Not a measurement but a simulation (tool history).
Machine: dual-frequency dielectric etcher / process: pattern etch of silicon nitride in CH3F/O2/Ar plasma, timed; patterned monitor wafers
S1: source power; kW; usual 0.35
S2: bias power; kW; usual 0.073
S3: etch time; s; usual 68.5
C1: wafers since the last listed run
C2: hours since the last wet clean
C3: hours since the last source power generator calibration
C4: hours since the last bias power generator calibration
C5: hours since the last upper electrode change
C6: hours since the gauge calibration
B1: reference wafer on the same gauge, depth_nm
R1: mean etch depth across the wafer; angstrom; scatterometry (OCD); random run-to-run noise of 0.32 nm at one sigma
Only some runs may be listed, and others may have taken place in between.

run    hour    S1     S2    S3    C1     C2      C3      C4      C5     C6     B1     R1
  1       0  0.35  0.073  68.5     0  284.6    2885  3915.3  5145.5  679.3  57.01  495.8
  2   103.1  0.35  0.073  68.5  1442  387.7  2988.1  4018.4  5248.6  782.4  57.13  487.7
  3   159.3  0.35  0.073  68.5   786  443.9  3044.3  4074.6  5304.8  838.6  57.16  478.4
  4   219.5  0.35  0.073  68.5   842  504.1  3104.5  4134.8    5365  898.8  57.09  487.5
      226.7  -- gauge calibrated
  5   261.7  0.35  0.073  68.5   590  546.3  3146.7    4177  5407.2     35  57.11  483.4
        345  -- wet clean of the chamber
  6     353  0.35  0.073  68.5   941      8    3238  4268.3  5498.5  126.3  57.05    510
  7   460.8  0.35  0.073  68.5  1507  115.8  3345.8  4376.1  5606.3  234.1  57.18    505
  8   504.9  0.35  0.073    77   616  159.9  3389.9  4420.2  5650.4  278.2  57.05    565
  9   568.5  0.35  0.073    77   889  223.5  3453.5  4483.8    5714  341.8  57.03  558.9
      620.1  -- bias power generator calibrated
 10   639.7  0.35  0.073  61.5   939  294.7  3524.7    19.6  5785.2    413  57.06  446.9
 11   676.6  0.35  0.073  61.5   516  331.6  3561.6    56.5  5822.1  449.9  57.13  444.3
 12   995.9  0.41  0.073  68.5  4466  650.9  3880.9   375.8  6141.4  769.2  57.09  528.2
     1025.8  -- upper electrode replaced, of another model than before
     1035.2  -- wet clean of the chamber
 13  1035.7  0.28   0.09  68.5    88    0.5  3920.7   415.6     9.9    809  57.15  529.4
 14  1083.9  0.31  0.082  68.5   674   48.7  3968.9   463.8    58.1  857.2  57.09  521.1
 15  1139.1  0.35  0.073  68.5   772  103.9  4024.1     519   113.3  912.4  57.13  504.3
     1152.5  -- gauge calibrated
     1163.8  -- source power generator calibrated
 16  1215.5  0.35  0.073  68.5  1012  180.3    51.7   595.4   189.7     63     57  500.1
 17  1280.1  0.43  0.059  79.5   903  244.9   116.3     660   254.3  127.6  57.15  542.9

Run 18, settings as shown, results not yet in. Your forecast:
 18  1363.8  0.27  0.073  68.5  1170  328.6  200  743.7  338  211.3   ?   ?

B1: 57.07
R1: 447.3 angstrom
Had the tool carried no hidden state, the very same run would have given R1 461.6 angstrom.
